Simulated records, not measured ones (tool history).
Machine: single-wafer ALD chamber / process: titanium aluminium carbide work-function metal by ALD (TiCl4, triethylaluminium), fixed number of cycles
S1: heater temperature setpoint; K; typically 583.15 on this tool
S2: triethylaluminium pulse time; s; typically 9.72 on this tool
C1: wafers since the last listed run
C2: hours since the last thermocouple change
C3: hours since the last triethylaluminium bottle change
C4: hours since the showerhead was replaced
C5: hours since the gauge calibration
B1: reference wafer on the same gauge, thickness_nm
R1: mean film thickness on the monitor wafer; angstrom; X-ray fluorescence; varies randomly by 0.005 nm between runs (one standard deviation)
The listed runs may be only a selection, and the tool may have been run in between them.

run	hour	S1	S2	C1	C2	C3	C4	C5	B1	R1
1	0	583.15	9.72	0	2420.7	1031.4	61.3	725	1.77	19.02
2	7	583.15	9.72	74	2427.7	1038.4	68.3	732	1.77	18.96
3	18	583.15	9.72	117	2438.7	1049.4	79.3	743	1.771	18.99
4	27.7	583.15	10.66	103	2448.4	1059.1	89	752.7	1.77	19.45
# hour 36.6: gauge calibrated
# hour 56.1: thermocouple changed; heater temperature recalibrated
5	56.6	583.15	10.66	223	0.5	1088	117.9	20	1.769	19.32
6	63.9	583.15	10.66	77	7.8	1095.3	125.2	27.3	1.77	19.31
7	81.8	583.15	7.04	191	25.7	1113.2	143.1	45.2	1.77	16.54
8	90.5	583.15	13.08	92	34.4	1121.9	151.8	53.9	1.77	20.06
9	106.4	595.15	12.6	169	50.3	1137.8	167.7	69.8	1.769	20.72
# hour 150.6: triethylaluminium bottle replaced
10	156.8	573.15	12.91	453	100.7	6.2	218.1	120.2	1.77	19.75
11	171.2	590.15	9.72	153	115.1	20.6	232.5	134.6	1.77	20.5
12	187.6	572.15	7.2	175	131.5	37	248.9	151	1.77	17.86
13	194.5	583.15	10.9	73	138.4	43.9	255.8	157.9	1.769	20.23
14	203.8	573.15	11.03	99	147.7	53.2	265.1	167.2	1.77	19.5
15	212.4	583.15	9.72	91	156.3	61.8	273.7	175.8	1.77	19.96
16	223.4	589.15	13.38	117	167.3	72.8	284.7	186.8	1.771	21.09
17	247.4	583.15	9.72	256	191.3	96.8	308.7	210.8	1.77	19.91
18	253.5	598.15	11.76	65	197.4	102.9	314.8	216.9	1.77	21.58
19	270.4	583.15	9.72	180	214.3	119.8	331.7	233.8	1.77	19.96
20	285	577.15	13.48	155	228.9	134.4	346.3	248.4	1.77	20.06
21	292.2	568.15	9.72	76	236.1	141.6	353.5	255.6	1.77	18.84
22	301.3	596.15	7.52	97	245.2	150.7	362.6	264.7	1.771	19.76
23	308.3	569.15	6.9	74	252.2	157.7	369.6	271.7	1.769	17.33
24	317.4	583.15	9.72	97	261.3	166.8	378.7	280.8	1.77	19.95
25	325.8	593.15	9.72	89	269.7	175.2	387.1	289.2	1.77	20.78
26	342.3	589.15	7.03	176	286.2	191.7	403.6	305.7	1.77	18.85
27	358	578.15	7.31	167	301.9	207.4	419.3	321.4	1.77	18.28
28	373.8	583.15	9.72	168	317.7	223.2	435.1	337.2	1.769	19.96
29	388.9	574.15	7.5	161	332.8	238.3	450.2	352.3	1.769	18.23
30	399.1	583.15	9.72	108	343	248.5	460.4	362.5	1.77	19.9
31	408.7	590.15	7.35	102	352.6	258.1	470	372.1	1.77	19.24
32	426.2	583.15	8.33	186	370.1	275.6	487.5	389.6	1.771	19.3

A few steps of R1 between consecutive runs. Split each: what settings, incoming material and random variation would produce without the hidden state, and what is left over for the hidden state, along with gauge scatter present in only one of the two compared results (measured, and without hidden state):
The tool's hidden condition here consists of: wafer temperature above the value expected at the setpoint (K); triethylaluminium dose above that of a fresh bottle (%); gauge reads high (%).
Run 6 -> 7: S2 10.66 -> 7.04. R1 -2.77 angstrom: hidden state -1.06, all else -1.71.
Run 7 -> 8: S2 7.04 -> 13.08. R1 +3.52 angstrom: hidden state +1.42, all else +2.1.
Run 9 -> 10: S1 595.15 -> 573.15, S2 12.6 -> 12.91, triethylaluminium bottle replaced. R1 -0.97 angstrom: hidden state +0.64, all else -1.61.
Run 11 -> 12: S1 590.15 -> 572.15, S2 9.72 -> 7.2. R1 -2.64 angstrom: hidden state -0.01, all else -2.63.
